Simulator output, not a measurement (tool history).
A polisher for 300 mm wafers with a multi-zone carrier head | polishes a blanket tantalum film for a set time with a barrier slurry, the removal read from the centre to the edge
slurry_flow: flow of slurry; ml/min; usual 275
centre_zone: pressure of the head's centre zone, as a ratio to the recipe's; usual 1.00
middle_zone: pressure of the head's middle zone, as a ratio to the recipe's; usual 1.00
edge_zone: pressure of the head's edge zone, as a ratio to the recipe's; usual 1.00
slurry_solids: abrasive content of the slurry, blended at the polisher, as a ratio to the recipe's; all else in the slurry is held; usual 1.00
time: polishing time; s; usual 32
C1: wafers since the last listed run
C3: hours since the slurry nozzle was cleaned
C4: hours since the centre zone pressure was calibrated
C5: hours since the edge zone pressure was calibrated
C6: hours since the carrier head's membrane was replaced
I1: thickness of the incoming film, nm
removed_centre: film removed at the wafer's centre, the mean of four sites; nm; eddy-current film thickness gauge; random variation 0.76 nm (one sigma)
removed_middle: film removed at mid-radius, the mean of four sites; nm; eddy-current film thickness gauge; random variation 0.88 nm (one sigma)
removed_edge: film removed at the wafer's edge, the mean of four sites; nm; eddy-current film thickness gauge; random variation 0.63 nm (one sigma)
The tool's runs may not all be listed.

run 1 hour=0.0 | slurry_flow=320 centre_zone=1.00 middle_zone=0.96 edge_zone=1.12 slurry_solids=1.00 time=32 | C1=0 wafers_polished_on_this_pad=3144 C3=106.4 C4=325.2 C5=247.1 C6=338.9 | I1=453.2 | removed_centre=75.6 removed_middle=68.4 removed_edge=78.1
run 2 hour=35.8 | slurry_flow=275 centre_zone=0.92 middle_zone=1.00 edge_zone=1.00 slurry_solids=1.00 time=32 | C1=641 wafers_polished_on_this_pad=3786 C3=142.2 C4=361.0 C5=282.9 C6=374.7 | I1=449.5 | removed_centre=69.1 removed_middle=70.1 removed_edge=72.2
run 3 hour=57.4 | slurry_flow=275 centre_zone=1.00 middle_zone=1.00 edge_zone=1.00 slurry_solids=1.00 time=35 | C1=387 wafers_polished_on_this_pad=4173 C3=163.8 C4=382.6 C5=304.5 C6=396.3 | I1=450.4 | removed_centre=83.1 removed_middle=75.7 removed_edge=78.1
-- hour=82.2 worn pad replaced by a new one
run 4 hour=91.9 | slurry_flow=215 centre_zone=0.97 middle_zone=1.00 edge_zone=1.00 slurry_solids=1.00 time=32 | C1=546 wafers_polished_on_this_pad=173 C3=198.3 C4=417.1 C5=339.0 C6=430.8 | I1=453.7 | removed_centre=69.9 removed_middle=68.1 removed_edge=70.3
run 5 hour=121.1 | slurry_flow=330 centre_zone=1.00 middle_zone=1.00 edge_zone=1.12 slurry_solids=0.75 time=32 | C1=523 wafers_polished_on_this_pad=696 C3=227.5 C4=446.3 C5=368.2 C6=460.0 | I1=444.8 | removed_centre=68.6 removed_middle=64.6 removed_edge=71.1
run 6 hour=136.1 | slurry_flow=275 centre_zone=1.00 middle_zone=1.00 edge_zone=1.00 slurry_solids=1.00 time=32 | C1=268 wafers_polished_on_this_pad=965 C3=242.5 C4=461.3 C5=383.2 C6=475.0 | I1=455.8 | removed_centre=76.3 removed_middle=68.3 removed_edge=72.5
-- hour=142.8 slurry nozzle cleaned
run 7 hour=163.5 | slurry_flow=275 centre_zone=1.00 middle_zone=1.00 edge_zone=0.91 slurry_solids=1.00 time=32 | C1=473 wafers_polished_on_this_pad=1438 C3=20.7 C4=488.7 C5=410.6 C6=502.4 | I1=454.2 | removed_centre=75.5 removed_middle=71.1 removed_edge=68.3
run 8 hour=180.4 | slurry_flow=275 centre_zone=1.00 middle_zone=1.00 edge_zone=1.00 slurry_solids=1.00 time=32 | C1=302 wafers_polished_on_this_pad=1741 C3=37.6 C4=505.6 C5=427.5 C6=519.3 | I1=451.6 | removed_centre=75.2 removed_middle=71.3 removed_edge=71.8
run 9 hour=212.5 | slurry_flow=275 centre_zone=1.00 middle_zone=1.00 edge_zone=1.00 slurry_solids=1.00 time=32 | C1=575 wafers_polished_on_this_pad=2317 C3=69.7 C4=537.7 C5=459.6 C6=551.4 | I1=450.2 | removed_centre=77.8 removed_middle=70.2 removed_edge=72.6
run 10 hour=240.9 | slurry_flow=275 centre_zone=1.00 middle_zone=1.11 edge_zone=1.00 slurry_solids=0.90 time=24 | C1=509 wafers_polished_on_this_pad=2826 C3=98.1 C4=566.1 C5=488.0 C6=579.8 | I1=450.5 | removed_centre=56.4 removed_middle=53.5 removed_edge=51.9
run 11 hour=267.5 | slurry_flow=275 centre_zone=0.94 middle_zone=1.00 edge_zone=1.00 slurry_solids=1.00 time=32 | C1=476 wafers_polished_on_this_pad=3302 C3=124.7 C4=592.7 C5=514.6 C6=606.4 | I1=453.7 | removed_centre=71.8 removed_middle=70.4 removed_edge=73.4
run 12 hour=289.6 | slurry_flow=275 centre_zone=1.00 middle_zone=0.92 edge_zone=1.00 slurry_solids=1.25 time=37 | C1=396 wafers_polished_on_this_pad=3698 C3=146.8 C4=614.8 C5=536.7 C6=628.5 | I1=454.4 | removed_centre=92.8 removed_middle=80.6 removed_edge=90.6
-- hour=319.4 worn pad replaced by a new one
run 13 hour=319.9 | slurry_flow=275 centre_zone=1.00 middle_zone=1.00 edge_zone=1.00 slurry_solids=0.85 time=32 | C1=471 wafers_polished_on_this_pad=9 C3=177.1 C4=645.1 C5=567.0 C6=658.8 | I1=446.5 | removed_centre=73.6 removed_middle=66.4 removed_edge=68.7
run 14 hour=344.6 | slurry_flow=275 centre_zone=1.00 middle_zone=1.00 edge_zone=1.00 slurry_solids=1.00 time=26 | C1=442 wafers_polished_on_this_pad=451 C3=201.8 C4=669.8 C5=591.7 C6=683.5 | I1=444.3 | removed_centre=62.1 removed_middle=57.0 removed_edge=59.0
run 15 hour=358.8 | slurry_flow=275 centre_zone=1.00 middle_zone=1.00 edge_zone=1.00 slurry_solids=1.00 time=42 | C1=254 wafers_polished_on_this_pad=706 C3=216.0 C4=684.0 C5=605.9 C6=697.7 | I1=449.6 | removed_centre=99.1 removed_middle=92.5 removed_edge=95.0
run 16 hour=371.3 | slurry_flow=275 centre_zone=1.00 middle_zone=1.00 edge_zone=1.04 slurry_solids=1.00 time=21 | C1=224 wafers_polished_on_this_pad=930 C3=228.5 C4=696.5 C5=618.4 C6=710.2 | I1=451.8 | removed_centre=51.1 removed_middle=45.8 removed_edge=48.2
-- hour=379.8 slurry nozzle cleaned
run 17 hour=392.3 | slurry_flow=275 centre_zone=1.00 middle_zone=1.11 edge_zone=1.00 slurry_solids=0.90 time=24 | C1=358 wafers_polished_on_this_pad=1288 C3=12.5 C4=717.5 C5=639.4 C6=731.2 | I1=448.1 | removed_centre=56.2 removed_middle=54.5 removed_edge=51.4
run 18 hour=417.7 | slurry_flow=275 centre_zone=1.00 middle_zone=1.00 edge_zone=1.00 slurry_solids=1.00 time=32 | C1=455 wafers_polished_on_this_pad=1744 C3=37.9 C4=742.9 C5=664.8 C6=756.6 | I1=455.6 | removed_centre=78.0 removed_middle=70.2 removed_edge=72.4
run 19 hour=437.6 | slurry_flow=275 centre_zone=1.00 middle_zone=1.00 edge_zone=1.06 slurry_solids=1.00 time=32 | C1=356 wafers_polished_on_this_pad=2100 C3=57.8 C4=762.8 C5=684.7 C6=776.5 | I1=455.1 | removed_centre=77.6 removed_middle=70.6 removed_edge=74.6
run 20 hour=451.5 | slurry_flow=275 centre_zone=1.00 middle_zone=0.95 edge_zone=0.92 slurry_solids=1.00 time=32 | C1=249 wafers_polished_on_this_pad=2349 C3=71.7 C4=776.7 C5=698.6 C6=790.4 | I1=458.7 | removed_centre=78.2 removed_middle=67.0 removed_edge=68.8
run 21 hour=481.3 | slurry_flow=275 centre_zone=1.11 middle_zone=1.00 edge_zone=1.00 slurry_solids=1.20 time=32 | C1=534 wafers_polished_on_this_pad=2884 C3=101.5 C4=806.5 C5=728.4 C6=820.2 | I1=443.1 | removed_centre=91.4 removed_middle=73.3 removed_edge=75.4

Forecast each of these 5 alternatives for the next run:
run A hour=481.7 | slurry_flow=275 centre_zone=1.00 middle_zone=1.00 edge_zone=1.00 slurry_solids=1.00 time=32 | C1=7 wafers_polished_on_this_pad=2891 C3=101.9 C4=806.9 C5=728.8 C6=820.6 | I1=446.4 | removed_centre=? removed_middle=? removed_edge=?
run B hour=481.7 | slurry_flow=245 centre_zone=1.04 middle_zone=1.00 edge_zone=0.92 slurry_solids=1.00 time=40 | C1=7 wafers_polished_on_this_pad=2891 C3=101.9 C4=806.9 C5=728.8 C6=820.6 | I1=446.4 | removed_centre=? removed_middle=? removed_edge=?
run C hour=481.7 | slurry_flow=355 centre_zone=1.00 middle_zone=1.00 edge_zone=1.09 slurry_solids=1.00 time=32 | C1=7 wafers_polished_on_this_pad=2891 C3=101.9 C4=806.9 C5=728.8 C6=820.6 | I1=446.4 | removed_centre=? removed_middle=? removed_edge=?
run D hour=481.7 | slurry_flow=275 centre_zone=1.00 middle_zone=1.00 edge_zone=1.12 slurry_solids=1.00 time=32 | C1=7 wafers_polished_on_this_pad=2891 C3=101.9 C4=806.9 C5=728.8 C6=820.6 | I1=446.4 | removed_centre=? removed_middle=? removed_edge=?
run E hour=481.7 | slurry_flow=275 centre_zone=1.06 middle_zone=1.00 edge_zone=0.92 slurry_solids=0.80 time=40 | C1=7 wafers_polished_on_this_pad=2891 C3=101.9 C4=806.9 C5=728.8 C6=820.6 | I1=446.4 | removed_centre=? removed_middle=? removed_edge=?

run=A removed_centre=79.1 removed_middle=68.9 removed_edge=72.6
run=B removed_centre=101.2 removed_middle=85.0 removed_edge=86.4
run=C removed_centre=81.2 removed_middle=70.6 removed_edge=77.2
run=D removed_centre=79.1 removed_middle=68.9 removed_edge=76.8
run=E removed_centre=97.6 removed_middle=80.2 removed_edge=81.3
Without the tool's hidden state the same runs would have given:
run=A removed_centre=71.9 removed_middle=68.9 removed_edge=72.6
run=B removed_centre=92.2 removed_middle=85.0 removed_edge=86.4
run=C removed_centre=73.9 removed_middle=70.6 removed_edge=77.2
run=D removed_centre=71.9 removed_middle=68.9 removed_edge=76.8
run=E removed_centre=88.8 removed_middle=80.3 removed_edge=81.3

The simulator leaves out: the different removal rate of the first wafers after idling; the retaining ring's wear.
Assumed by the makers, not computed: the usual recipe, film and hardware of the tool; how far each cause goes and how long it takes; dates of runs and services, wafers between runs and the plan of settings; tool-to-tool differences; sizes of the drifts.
